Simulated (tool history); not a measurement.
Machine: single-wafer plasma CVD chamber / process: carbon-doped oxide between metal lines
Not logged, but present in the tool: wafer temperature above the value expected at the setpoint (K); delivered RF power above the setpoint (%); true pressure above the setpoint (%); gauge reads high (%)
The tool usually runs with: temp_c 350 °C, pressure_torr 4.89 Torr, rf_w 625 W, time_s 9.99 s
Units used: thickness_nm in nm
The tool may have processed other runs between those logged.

run	day	temp_c	pressure_torr	rf_w	time_s	wafers since the last listed run	hours since the last thermocouple change	hours since the last RF generator calibration	hours since the last manometer calibration	hours since the showerhead was replaced	hours since the gauge calibration	read-back reference wafer on the same gauge, thickness_nm	thickness_nm
1	0.000	350	4.89	625	9.99	0	1739.6	1020.5	1025.0	3666.5	1328.8	49.466	56.985
2	2.529	350	4.89	625	9.99	1592	1800.3	1081.2	1085.7	3727.2	1389.5	49.442	56.862
3	4.088	350	4.89	625	9.99	981	1837.7	1118.6	1123.1	3764.6	1426.9	49.474	57.111
4	6.050	350	4.89	625	9.99	1236	1884.8	1165.7	1170.2	3811.7	1474.0	49.450	56.932
5	9.825	350	4.89	625	9.99	2377	1975.4	1256.3	1260.8	3902.3	1564.6	49.408	56.926
6	12.062	350	4.89	625	9.99	1409	2029.1	1310.0	1314.5	3956.0	1618.3	49.400	57.106
7	13.892	350	4.89	625	9.99	1152	2073.0	1353.9	1358.4	3999.9	1662.2	49.410	56.973
# day 17.588: thermocouple changed; heater temperature recalibrated
8	18.075	350	4.89	625	9.99	2424	11.7	1454.3	1458.8	4100.3	1762.6	49.453	57.421
# day 21.038: capacitance manometer re-zeroed and calibrated
9	21.362	350	4.89	625	9.99	1860	90.6	1533.2	7.8	4179.2	1841.5	49.385	57.279
10	25.842	350	4.89	625	9.99	2821	198.1	1640.7	115.3	4286.7	1949.0	49.434	57.402
11	28.717	350	4.89	625	9.99	1810	267.1	1709.7	184.3	4355.7	2018.0	49.387	57.393
# day 29.404: gauge calibrated
12	30.279	336	4.20	540	8.31	984	304.6	1747.2	221.8	4393.2	21.0	49.364	44.074
# day 31.904: RF generator calibrated
13	32.417	350	4.89	680	8.76	1136	355.9	12.3	273.1	4444.5	72.3	49.378	53.696
14	36.446	356	4.89	625	8.58	2537	452.6	109.0	369.8	4541.2	169.0	49.424	49.268
15	38.125	350	4.89	590	9.99	1057	492.9	149.3	410.1	4581.5	209.3	49.390	55.868
16	41.788	350	4.89	625	9.99	2306	580.8	237.2	498.0	4669.4	297.2	49.400	57.946
17	45.383	344	4.89	695	8.10	2264	667.1	323.5	584.3	4755.7	383.5	49.347	50.941
18	47.225	350	4.89	555	9.99	1159	711.3	367.7	628.5	4799.9	427.7	49.446	53.801
19	51.629	355	4.89	745	9.99	2773	817.0	473.4	734.2	4905.6	533.4	49.376	63.015
20	55.358	350	4.89	625	9.99	2348	906.5	562.9	823.7	4995.1	622.9	49.479	57.293
21	57.062	354	4.89	625	9.99	1073	947.4	603.8	864.6	5036.0	663.8	49.384	56.573
# day 60.317: showerhead replaced
22	60.762	350	4.89	675	10.50	2120	1036.2	692.6	953.4	10.7	752.6	49.403	63.094
23	63.504	363	5.93	625	9.99	1726	1102.0	758.4	1019.2	76.5	818.4	49.414	56.806
24	76.429	343	4.89	625	9.99	8140	1412.2	1068.6	1329.4	386.7	1128.6	49.393	57.629
# day 80.304: capacitance manometer re-zeroed and calibrated
25	80.325	350	4.89	625	9.99	2243	1505.7	1162.1	0.5	480.2	1222.1	49.393	56.806
26	82.162	350	4.89	625	8.65	1157	1549.8	1206.2	44.6	524.3	1266.2	49.404	49.230
27	85.117	350	4.89	625	9.99	1860	1620.7	1277.1	115.5	595.2	1337.1	49.402	56.710
28	86.925	350	4.89	625	9.99	1138	1664.1	1320.5	158.9	638.6	1380.5	49.398	56.632

Branching from run 28: 4 alternative next runs. What would each branch give?
A	86.942	350	4.89	625	11.74	10	1664.5	1320.9	159.3	639.0	1380.9	?	?
B	86.942	343	4.89	735	11.07	10	1664.5	1320.9	159.3	639.0	1380.9	?	?
C	86.942	340	5.94	695	8.72	10	1664.5	1320.9	159.3	639.0	1380.9	?	?
D	86.942	355	4.89	625	9.99	10	1664.5	1320.9	159.3	639.0	1380.9	?	?

run	read-back reference wafer on the same gauge, thickness_nm	thickness_nm
A	49.412	66.618
B	49.412	70.599
C	49.412	55.900
D	49.412	56.166
Stripped of hidden state, with their random variation kept, the same runs would have yielded:
run	thickness_nm
A	69.107
B	73.275
C	58.024
D	58.256
